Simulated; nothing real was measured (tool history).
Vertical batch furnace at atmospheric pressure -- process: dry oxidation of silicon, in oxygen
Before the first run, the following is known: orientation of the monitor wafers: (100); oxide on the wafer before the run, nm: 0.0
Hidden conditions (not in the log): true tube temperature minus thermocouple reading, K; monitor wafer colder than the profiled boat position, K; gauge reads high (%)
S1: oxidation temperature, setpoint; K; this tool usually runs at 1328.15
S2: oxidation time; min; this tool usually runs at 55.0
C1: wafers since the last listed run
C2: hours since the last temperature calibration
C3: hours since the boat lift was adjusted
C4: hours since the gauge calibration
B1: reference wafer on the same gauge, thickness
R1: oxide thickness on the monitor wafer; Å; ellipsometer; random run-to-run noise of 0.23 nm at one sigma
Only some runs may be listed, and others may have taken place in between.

{"run": 1, "hour": 0.0, "S1": 1328.15, "S2": 55.0, "C1": 0, "C2": 2533.3, "C3": 2394.0, "C4": 1722.2, "B1": 76.98, "R1": 699.7}
{"run": 2, "hour": 74.5, "S1": 1328.15, "S2": 55.0, "C1": 1022, "C2": 2607.8, "C3": 2468.5, "C4": 1796.7, "B1": 76.81, "R1": 701.1}
{"run": 3, "hour": 138.4, "S1": 1328.15, "S2": 55.0, "C1": 876, "C2": 2671.7, "C3": 2532.4, "C4": 1860.6, "B1": 76.73, "R1": 699.5}
{"run": 4, "hour": 179.8, "S1": 1318.15, "S2": 55.0, "C1": 568, "C2": 2713.1, "C3": 2573.8, "C4": 1902.0, "B1": 76.59, "R1": 642.1}
{"run": 5, "hour": 268.1, "S1": 1318.15, "S2": 55.0, "C1": 1211, "C2": 2801.4, "C3": 2662.1, "C4": 1990.3, "B1": 76.46, "R1": 639.0}
{"run": 6, "hour": 321.6, "S1": 1328.15, "S2": 55.0, "C1": 734, "C2": 2854.9, "C3": 2715.6, "C4": 2043.8, "B1": 76.28, "R1": 695.4}
{"run": 7, "hour": 424.7, "S1": 1328.15, "S2": 55.0, "C1": 1414, "C2": 2958.0, "C3": 2818.7, "C4": 2146.9, "B1": 76.09, "R1": 689.9}
{"run": 8, "hour": 480.2, "S1": 1328.15, "S2": 55.0, "C1": 761, "C2": 3013.5, "C3": 2874.2, "C4": 2202.4, "B1": 75.92, "R1": 688.9}
{"run": 9, "hour": 562.8, "S1": 1328.15, "S2": 55.0, "C1": 1133, "C2": 3096.1, "C3": 2956.8, "C4": 2285.0, "B1": 75.66, "R1": 684.7}
{"run": 10, "hour": 653.1, "S1": 1328.15, "S2": 55.0, "C1": 1239, "C2": 3186.4, "C3": 3047.1, "C4": 2375.3, "B1": 75.48, "R1": 687.8}
{"run": 11, "hour": 691.1, "S1": 1320.15, "S2": 62.5, "C1": 521, "C2": 3224.4, "C3": 3085.1, "C4": 2413.3, "B1": 75.42, "R1": 696.7}
{"run": 12, "hour": 791.8, "S1": 1337.15, "S2": 55.0, "C1": 1381, "C2": 3325.1, "C3": 3185.8, "C4": 2514.0, "B1": 75.1, "R1": 734.9}
{"run": 13, "hour": 871.1, "S1": 1337.15, "S2": 55.0, "C1": 1088, "C2": 3404.4, "C3": 3265.1, "C4": 2593.3, "B1": 74.84, "R1": 729.9}
{"hour": 883.0, "done": "gauge calibrated"}
{"run": 14, "hour": 954.7, "S1": 1328.15, "S2": 55.0, "C1": 1147, "C2": 3488.0, "C3": 3348.7, "C4": 71.7, "B1": 79.0, "R1": 716.7}
{"run": 15, "hour": 1060.2, "S1": 1328.15, "S2": 55.0, "C1": 1447, "C2": 3593.5, "C3": 3454.2, "C4": 177.2, "B1": 78.95, "R1": 719.6}
{"run": 16, "hour": 1129.3, "S1": 1328.15, "S2": 55.0, "C1": 948, "C2": 3662.6, "C3": 3523.3, "C4": 246.3, "B1": 78.95, "R1": 715.9}
{"run": 17, "hour": 1172.5, "S1": 1307.15, "S2": 46.5, "C1": 592, "C2": 3705.8, "C3": 3566.5, "C4": 289.5, "B1": 78.91, "R1": 538.0}
{"run": 18, "hour": 1259.7, "S1": 1344.15, "S2": 28.0, "C1": 1196, "C2": 3793.0, "C3": 3653.7, "C4": 376.7, "B1": 78.9, "R1": 537.2}
{"run": 19, "hour": 1366.7, "S1": 1321.15, "S2": 77.5, "C1": 1468, "C2": 3900.0, "C3": 3760.7, "C4": 483.7, "B1": 78.88, "R1": 843.1}
{"run": 20, "hour": 1429.4, "S1": 1328.15, "S2": 55.0, "C1": 860, "C2": 3962.7, "C3": 3823.4, "C4": 546.4, "B1": 78.79, "R1": 718.7}
{"hour": 1514.8, "done": "boat lift adjusted"}
{"run": 21, "hour": 1545.7, "S1": 1319.15, "S2": 55.0, "C1": 1266, "C2": 4079.0, "C3": 30.9, "C4": 662.7, "B1": 78.72, "R1": 666.3}
{"run": 22, "hour": 1625.9, "S1": 1320.15, "S2": 55.0, "C1": 1100, "C2": 4159.2, "C3": 111.1, "C4": 742.9, "B1": 78.67, "R1": 670.1}
{"run": 23, "hour": 1689.6, "S1": 1328.15, "S2": 55.0, "C1": 874, "C2": 4222.9, "C3": 174.8, "C4": 806.6, "B1": 78.61, "R1": 715.3}
{"hour": 1741.0, "done": "thermocouples replaced and temperature profile calibrated"}
{"run": 24, "hour": 1832.0, "S1": 1345.15, "S2": 47.0, "C1": 1624, "C2": 91.0, "C3": 317.2, "C4": 949.0, "B1": 78.47, "R1": 743.2}
{"run": 25, "hour": 1894.0, "S1": 1307.15, "S2": 47.5, "C1": 850, "C2": 153.0, "C3": 379.2, "C4": 1011.0, "B1": 78.37, "R1": 544.2}
{"run": 26, "hour": 1981.9, "S1": 1328.15, "S2": 38.5, "C1": 1206, "C2": 240.9, "C3": 467.1, "C4": 1098.9, "B1": 78.3, "R1": 568.4}
{"run": 27, "hour": 2022.0, "S1": 1316.15, "S2": 77.5, "C1": 550, "C2": 281.0, "C3": 507.2, "C4": 1139.0, "B1": 78.27, "R1": 807.8}
{"run": 28, "hour": 2169.2, "S1": 1328.15, "S2": 32.0, "C1": 2019, "C2": 428.2, "C3": 654.4, "C4": 1286.2, "B1": 78.05, "R1": 509.8}
{"run": 29, "hour": 2212.9, "S1": 1328.15, "S2": 55.0, "C1": 599, "C2": 471.9, "C3": 698.1, "C4": 1329.9, "B1": 77.98, "R1": 708.9}
{"run": 30, "hour": 2304.1, "S1": 1303.15, "S2": 42.5, "C1": 1251, "C2": 563.1, "C3": 789.3, "C4": 1421.1, "B1": 77.84, "R1": 486.5}
{"run": 31, "hour": 2387.3, "S1": 1328.15, "S2": 55.0, "C1": 1141, "C2": 646.3, "C3": 872.5, "C4": 1504.3, "B1": 77.7, "R1": 708.9}
{"run": 32, "hour": 2429.7, "S1": 1349.15, "S2": 45.5, "C1": 581, "C2": 688.7, "C3": 914.9, "C4": 1546.7, "B1": 77.67, "R1": 739.2}
{"run": 33, "hour": 2472.4, "S1": 1338.15, "S2": 35.0, "C1": 585, "C2": 731.4, "C3": 957.6, "C4": 1589.4, "B1": 77.6, "R1": 577.7}

How would selected steps in R1 from run to run divide? Give the signed amount a tool lacking its hidden state would still show from settings, what came in and random variation, and the signed amount left for the hidden state, including any gauge scatter that is not in both of the compared results.
Run 11 -> 12: S1 1320.15 -> 1337.15, S2 62.5 -> 55.0. R1 +38.2 Å: hidden state -4.6, all else +42.8.
Run 13 -> 14: S1 1337.15 -> 1328.15, gauge calibrated. R1 -13.2 Å: hidden state +40.0, all else -53.2.
Run 18 -> 19: S1 1344.15 -> 1321.15, S2 28.0 -> 77.5. R1 +305.9 Å: hidden state -0.2, all else +306.1.
Run 26 -> 27: S1 1328.15 -> 1316.15, S2 38.5 -> 77.5. R1 +239.4 Å: hidden state -2.0, all else +241.4.
Run 27 -> 28: S1 1316.15 -> 1328.15, S2 77.5 -> 32.0. R1 -298.0 Å: hidden state +0.7, all else -298.7.
Run 30 -> 31: S1 1303.15 -> 1328.15, S2 42.5 -> 55.0. R1 +222.4 Å: hidden state -4.0, all else +226.4.
